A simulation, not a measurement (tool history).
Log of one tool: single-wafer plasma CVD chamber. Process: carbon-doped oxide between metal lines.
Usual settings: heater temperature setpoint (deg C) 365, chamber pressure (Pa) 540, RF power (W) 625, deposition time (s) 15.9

| run | hour | heater temperature setpoint (deg C) | chamber pressure (Pa) | RF power (W) | deposition time (s) | read-back reference wafer on the same gauge, thickness_nm | mean film thickness on the monitor wafer (nm) |
|---|---|---|---|---|---|---|---|
| 1 | 0 | 356 | 540 | 625 | 14.1 | 81.589 | 82.701 |
| 2 | 95.5 | 356 | 540 | 625 | 14.1 | 81.67 | 82.568 |
|  | 161.1 | capacitance manometer re-zeroed and calibrated |
| 3 | 173.7 | 365 | 540 | 625 | 15.9 | 81.66 | 90.48 |
| 4 | 222.8 | 365 | 540 | 625 | 15.9 | 81.528 | 90.398 |
| 5 | 298.2 | 365 | 540 | 625 | 15.9 | 81.616 | 90.144 |
| 6 | 382.2 | 365 | 540 | 625 | 16.9 | 81.492 | 96.002 |
| 7 | 480.9 | 371 | 468 | 625 | 15.9 | 81.647 | 87.205 |
| 8 | 668.5 | 365 | 540 | 625 | 15 | 81.566 | 84.96 |
| 9 | 764.1 | 365 | 540 | 625 | 15 | 81.637 | 84.982 |
| 10 | 837.3 | 374 | 540 | 625 | 15.9 | 81.562 | 88.103 |
| 11 | 911.5 | 365 | 540 | 625 | 15.9 | 81.529 | 90.046 |
|  | 987.8 | RF generator calibrated |
| 12 | 1048.2 | 372 | 540 | 560 | 15.9 | 81.531 | 82.079 |
| 13 | 1150.4 | 365 | 540 | 625 | 15.9 | 81.631 | 89.506 |
|  | 1222.5 | showerhead replaced |
| 14 | 1237.1 | 365 | 540 | 625 | 15.9 | 81.575 | 89.52 |
| 15 | 1284.4 | 355 | 540 | 530 | 15.9 | 81.562 | 82.161 |
| 16 | 1330.5 | 373 | 540 | 625 | 18.2 | 81.526 | 100.187 |
| 17 | 1387.7 | 377 | 461 | 625 | 18.6 | 81.635 | 99.508 |
|  | 1466.7 | thermocouple changed; heater temperature recalibrated |
| 18 | 1485.9 | 365 | 540 | 625 | 17.6 | 81.601 | 100.816 |
| 19 | 1584.8 | 359 | 468 | 535 | 15.9 | 81.621 | 82.829 |
|  | 1650.2 | gauge calibrated |
|  | 1803.7 | capacitance manometer re-zeroed and calibrated |
| 20 | 1905.2 | 379 | 540 | 625 | 15.9 | 81.605 | 87.758 |
| 21 | 1961.5 | 365 | 540 | 625 | 15.9 | 81.556 | 91.179 |
| 22 | 2004.4 | 365 | 449 | 680 | 15.9 | 81.637 | 94.355 |
| 23 | 2049.8 | 371 | 468 | 625 | 15.9 | 81.516 | 88.66 |
| 24 | 2127.3 | 365 | 540 | 625 | 15.9 | 81.655 | 91.136 |
| 25 | 2227.3 | 365 | 540 | 625 | 17 | 81.626 | 97.855 |
| 26 | 2283.4 | 377 | 407 | 590 | 18.3 | 81.643 | 94.65 |
| 27 | 2369.8 | 372 | 540 | 715 | 15.9 | 81.649 | 97.325 |

Hidden state or all else? Some run-to-run changes of mean film thickness on the monitor wafer (nm), split into what the settings, what came in and random variation would give without the hidden state, and what is left for the hidden state (with any gauge scatter that isn't in both results):
The hidden state here: wafer temperature above the value expected at the setpoint (K); delivered RF power above the setpoint (%); true pressure above the setpoint (%); gauge reads high (%).
Run 12 -> 13: heater temperature setpoint (deg C) 372 -> 365, RF power (W) 560 -> 625. mean film thickness on the monitor wafer (nm) +7.427: hidden state -0.294, all else +7.721.
Run 15 -> 16: heater temperature setpoint (deg C) 355 -> 373, RF power (W) 530 -> 625, deposition time (s) 15.9 -> 18.2. mean film thickness on the monitor wafer (nm) +18.026: hidden state -0.01, all else +18.036.
Run 17 -> 18: heater temperature setpoint (deg C) 377 -> 365, chamber pressure (Pa) 461 -> 540, deposition time (s) 18.6 -> 17.6, thermocouple changed; heater temperature recalibrated. mean film thickness on the monitor wafer (nm) +1.308: hidden state +1.644, all else -0.336.
Run 18 -> 19: heater temperature setpoint (deg C) 365 -> 359, chamber pressure (Pa) 540 -> 468, RF power (W) 625 -> 535, deposition time (s) 17.6 -> 15.9. mean film thickness on the monitor wafer (nm) -17.987: hidden state -0.023, all else -17.964.
